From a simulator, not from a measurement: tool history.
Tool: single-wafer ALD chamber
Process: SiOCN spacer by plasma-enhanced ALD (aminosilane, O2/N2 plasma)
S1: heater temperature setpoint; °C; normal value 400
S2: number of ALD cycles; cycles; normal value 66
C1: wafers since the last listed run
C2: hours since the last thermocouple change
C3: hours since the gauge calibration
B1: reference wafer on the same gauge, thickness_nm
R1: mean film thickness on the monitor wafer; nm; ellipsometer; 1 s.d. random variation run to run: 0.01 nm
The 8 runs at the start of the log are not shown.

run	hour	S1	S2	C1	C2	C3	B1	R1
9	237.9	400	66	107	1708.5	456.6	3.800	4.048
10	270.3	400	57	174	1740.9	489.0	3.795	3.504
11	304.1	400	57	181	1774.7	522.8	3.792	3.499
# hour 314.2: thermocouple changed; heater temperature recalibrated
12	330.2	411	66	97	16.0	548.9	3.788	3.919
13	349.1	400	66	101	34.9	567.8	3.792	4.047
14	379.9	400	66	165	65.7	598.6	3.786	4.020
15	444.4	400	56	346	130.2	663.1	3.788	3.411
16	457.1	387	57	68	142.9	675.8	3.790	3.469
17	482.9	406	66	138	168.7	701.6	3.790	3.953
18	511.9	400	66	155	197.7	730.6	3.787	4.021
# hour 530.8: gauge calibrated
19	537.1	409	79	135	222.9	6.3	3.875	4.823
20	569.6	412	70	174	255.4	38.8	3.867	4.218
21	588.0	392	74	98	273.8	57.2	3.860	4.627
22	617.2	400	72	157	303.0	86.4	3.853	4.480
23	652.6	400	57	190	338.4	121.8	3.840	3.541
24	683.9	411	54	168	369.7	153.1	3.831	3.256
25	701.2	400	66	93	387.0	170.4	3.833	4.071
26	726.7	400	66	137	412.5	195.9	3.827	4.068
27	741.8	396	76	81	427.6	211.0	3.825	4.688
28	763.7	400	62	117	449.5	232.9	3.814	3.820
29	784.3	408	73	110	470.1	253.5	3.818	4.391
30	807.3	415	70	123	493.1	276.5	3.817	4.137

Predict the results of run 31:
31	835.7	400	66	152	521.5	304.9	?	?

{"run 31": {"B1": 3.809, "R1": 4.049}}
Take away the tool's hidden state, keep the run-to-run variation as it was, and the same run would have given R1 4.123 nm.
